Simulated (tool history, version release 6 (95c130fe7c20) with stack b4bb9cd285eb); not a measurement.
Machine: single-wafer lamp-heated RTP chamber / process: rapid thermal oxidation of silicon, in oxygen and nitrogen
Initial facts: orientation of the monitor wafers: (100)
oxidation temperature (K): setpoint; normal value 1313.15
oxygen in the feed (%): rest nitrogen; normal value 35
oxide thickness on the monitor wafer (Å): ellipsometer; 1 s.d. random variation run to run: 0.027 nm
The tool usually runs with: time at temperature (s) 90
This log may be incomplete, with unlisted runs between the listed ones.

run   hour  oxidation temperature (K)  time at temperature (s)  oxygen in the feed (%)  read-back reference wafer on the same gauge, thickness  oxide thickness on the monitor wafer (Å)
  1      0                    1294.15                       90                      35                                                   6.851                                     57.51
  2   34.6                    1294.15                       90                      35                                                   6.842                                     57.21
  3   64.8                    1313.15                       90                      35                                                   6.853                                     65.41
  4  120.3                    1313.15                       90                      35                                                   6.846                                     64.66
  5  162.6                    1313.15                       90                      35                                                   6.845                                     64.46
  6  222.4                    1313.15                       90                      35                                                   6.849                                     65.35
  7  287.8                    1313.15                       90                      35                                                   6.856                                      65.5
  8  322.9                    1313.15                       90                      35                                                   6.855                                     64.85
  9  357.5                    1335.15                       90                      35                                                   6.835                                     75.54
 10  386.3                    1313.15                       90                      19                                                   6.838                                     52.67
 11  411.6                    1313.15                       90                      35                                                   6.853                                     65.16
     481.8  -- gauge calibrated
     482.8  -- pyrometer window cleaned and pyrometer calibrated
 12  483.3                    1303.15                      134                      25                                                   6.848                                     64.61
     523.3  -- oxygen flow controller replaced
 13  548.8                    1313.15                       90                      17                                                   6.855                                     50.64

Predict the results of run 14:
 14  589.9                    1298.15                      106                      17                                                       ?                                         ?

read-back reference wafer on the same gauge, thickness: 6.841
oxide thickness on the monitor wafer (Å): 49.84
With the hidden condition absent and the run-to-run variation left alone, this run would have shown oxide thickness on the monitor wafer (Å) 49.84.
